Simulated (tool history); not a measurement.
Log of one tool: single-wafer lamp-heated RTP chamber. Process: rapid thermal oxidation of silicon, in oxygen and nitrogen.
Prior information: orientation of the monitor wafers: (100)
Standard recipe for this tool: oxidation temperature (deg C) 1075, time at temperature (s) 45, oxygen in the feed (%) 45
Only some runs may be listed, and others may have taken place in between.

run	hour	oxidation temperature (deg C)	time at temperature (s)	oxygen in the feed (%)	wafers since the last listed run	wafers since the last pyrometer calibration	hours since the oxygen flow controller was replaced	hours since the gauge calibration	read-back reference wafer on the same gauge, thickness	oxide thickness on the monitor wafer (nm)
1	0.0	1058	45	29	0	6114	2847.0	31.5	7.382	5.429
# hour 2.8: pyrometer window cleaned and pyrometer calibrated
2	20.9	1058	45	29	123	123	2867.9	52.4	7.378	5.002
3	50.7	1062	45	45	203	327	2897.7	82.2	7.366	5.960
4	82.7	1075	45	45	218	546	2929.7	114.2	7.370	6.541
5	101.9	1075	45	63	131	677	2948.9	133.4	7.376	7.306
6	126.4	1075	45	63	167	845	2973.4	157.9	7.369	7.314
7	161.4	1075	45	63	239	1084	3008.4	192.9	7.380	7.364
8	212.4	1075	29	45	348	1433	3059.4	243.9	7.378	5.383
9	241.0	1075	29	45	195	1628	3088.0	272.5	7.371	5.409
10	267.1	1075	29	45	178	1807	3114.1	298.6	7.372	5.384
11	283.7	1075	45	45	113	1920	3130.7	315.2	7.376	6.543
12	302.4	1075	45	45	127	2048	3149.4	333.9	7.375	6.527
13	330.4	1075	45	45	191	2239	3177.4	361.9	7.352	6.548
14	360.2	1075	45	23	203	2443	3207.2	391.7	7.381	5.215
15	390.1	1088	45	45	204	2647	3237.1	421.6	7.361	7.184
# hour 399.7: oxygen flow controller replaced
16	416.7	1075	45	45	127	2775	17.0	448.2	7.366	6.607
17	442.7	1075	45	45	177	2952	43.0	474.2	7.381	6.617
18	477.2	1075	45	45	235	3188	77.5	508.7	7.381	6.653
19	493.0	1075	45	45	108	3296	93.3	524.5	7.362	6.563
# hour 512.5: gauge calibrated
20	514.4	1100	45	45	146	3443	114.7	1.9	7.379	7.810
21	543.3	1053	29	65	197	3640	143.6	30.8	7.372	5.407
22	557.0	1083	24	28	93	3734	157.3	44.5	7.373	4.583
23	582.2	1075	45	45	172	3906	182.5	69.7	7.382	6.674
24	604.8	1101	45	24	154	4061	205.1	92.3	7.372	6.363
25	635.3	1065	24	45	208	4269	235.6	122.8	7.374	4.803
26	653.4	1075	45	45	123	4393	253.7	140.9	7.374	6.643
27	688.0	1075	45	45	236	4629	288.3	175.5	7.370	6.758
28	713.2	1060	45	37	172	4802	313.5	200.7	7.377	5.710
29	733.7	1048	23	45	140	4942	334.0	221.2	7.362	4.287
30	750.2	1075	29	45	112	5055	350.5	237.7	7.373	5.620
31	780.0	1075	67	75	203	5258	380.3	267.5	7.377	9.805
# hour 812.7: pyrometer window cleaned and pyrometer calibrated
32	813.2	1075	45	45	172	3	413.5	300.7	7.362	6.647
33	842.7	1075	37	45	201	205	443.0	330.2	7.383	6.059
34	872.4	1075	59	35	203	408	472.7	359.9	7.365	6.803
35	932.6	1075	27	17	411	819	532.9	420.1	7.372	3.817
36	966.0	1075	53	28	228	1048	566.3	453.5	7.368	6.017
37	990.9	1053	45	45	170	1218	591.2	478.4	7.374	5.698
38	1022.6	1075	34	59	216	1435	622.9	510.1	7.368	6.428
39	1045.9	1085	57	45	159	1594	646.2	533.4	7.359	7.800

What differs in the tool's unlogged condition from the final listed run ahead of each entry between runs to the first listed run following it?
Between runs 1 and 2: pyrometer window cleaned and pyrometer calibrated (hour 2.8)
  true wafer temperature minus pyrometer reading, K: 11.7 -> 0.182
  difference, measured minus the result without the unlogged condition, oxide thickness on the monitor wafer (nm): +0.395 -> +0.006
Between runs 15 and 16: oxygen flow controller replaced (hour 399.7)
  true wafer temperature minus pyrometer reading, K: 2.01 -> 2.27
  difference, measured minus the result without the unlogged condition, oxide thickness on the monitor wafer (nm): +0.091 -> +0.096
Between runs 19 and 20: gauge calibrated (hour 512.5)
  true wafer temperature minus pyrometer reading, K: 3.11 -> 3.37
  difference, measured minus the result without the unlogged condition, oxide thickness on the monitor wafer (nm): +0.132 -> +0.164
Between runs 31 and 32: pyrometer window cleaned and pyrometer calibrated (hour 812.7)
  true wafer temperature minus pyrometer reading, K: 7.54 -> 1.36
  difference, measured minus the result without the unlogged condition, oxide thickness on the monitor wafer (nm): +0.472 -> +0.059
